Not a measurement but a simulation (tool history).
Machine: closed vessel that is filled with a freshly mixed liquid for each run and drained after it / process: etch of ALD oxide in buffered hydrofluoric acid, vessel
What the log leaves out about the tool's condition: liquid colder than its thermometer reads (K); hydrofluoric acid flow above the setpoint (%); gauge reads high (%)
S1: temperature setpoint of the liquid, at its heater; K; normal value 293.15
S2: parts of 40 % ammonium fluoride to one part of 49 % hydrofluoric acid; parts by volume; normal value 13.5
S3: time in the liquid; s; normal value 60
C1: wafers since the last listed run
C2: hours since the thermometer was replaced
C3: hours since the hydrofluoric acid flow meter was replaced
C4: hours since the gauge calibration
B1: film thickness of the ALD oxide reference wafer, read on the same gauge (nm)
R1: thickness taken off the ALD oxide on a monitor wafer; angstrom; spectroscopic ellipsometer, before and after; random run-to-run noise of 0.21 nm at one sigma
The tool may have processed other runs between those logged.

run   hour      S1    S2  S3     C1      C2      C3     C4      B1     R1
  1      0  293.15  13.5  60      0  1529.2  1539.5  140.9  149.72  442.8
  2   49.4  293.15  13.5  60   5785  1578.6  1588.9  190.3  149.52  443.5
  3   82.7  293.15  13.5  60   3899  1611.9  1622.2  223.6  149.28  441.4
  4  108.1  293.15  13.5  60   2974  1637.3  1647.6    249  149.11  445.4
  5  139.2  293.15  13.5  60   3642  1668.4  1678.7  280.1  148.85  443.5
  6  228.6  293.15  13.5  60  10469  1757.8  1768.1  369.5  147.98  439.1
     248.9  -- thermometer replaced
  7    254  293.15  13.5  60   2857     5.1  1793.5  394.9  147.71  439.7
  8  268.8  293.15  13.5  60   1733    19.9  1808.3  409.7  147.53  438.2
  9  301.6  293.15  13.5  60   3841    52.7  1841.1  442.5  147.14  439.3
     321.8  -- gauge calibrated
 10  327.6  293.15  13.5  60   3044    78.7  1867.1    5.8  149.95  446.9
 11  343.9  293.15  17.5  50   1908      95  1883.4   22.1  149.92  288.2
 12  375.9  291.65  18.5  80   3747     127  1915.4   54.1  149.92  401.6
     393.2  -- hydrofluoric acid flow meter replaced
 13  395.1  293.15  13.5  60   2131   146.2     1.9   73.3  149.85  446.8
 14  408.3  293.15    10  30   1545   159.4    15.1   86.5  149.85  299.6
 15  420.8  297.15   9.5  60   1463   171.9    27.6     99  149.82  778.2
 16  451.5  294.65  15.5  40   3595   202.6    58.3  129.7  149.72  280.8
 17  466.6  296.65    15  30   1768   217.7    73.4  144.8  149.66  245.7
 18  484.5  296.65  13.5  30   2096   235.6    91.3  162.7  149.61  271.4
 19  506.3  293.15  13.5  60   2552   257.4   113.1  184.5  149.43  441.3
 20  539.7  290.15  13.5  60   3911   290.8   146.5  217.9  149.23  375.6
 21  570.8  294.65   9.5  35   3642   321.9   177.6    249  149.01  391.8

3 ways to go on from here, each from the tool as it stands after run 21. What would each give?
  A  571.5  293.15  17  60  81  322.6  178.3  249.7   ?   ?
  B  571.5  291.15  11  60  81  322.6  178.3  249.7   ?   ?
  C  571.5  291.15   9  60  81  322.6  178.3  249.7   ?   ?

run      B1     R1
  A  149.07  353.6
  B  149.07  484.3
  C  149.07  567.9
With no hidden state in the tool, these same runs would have given:
run     R1
  A  355.9
  B  487.4
  C  571.6
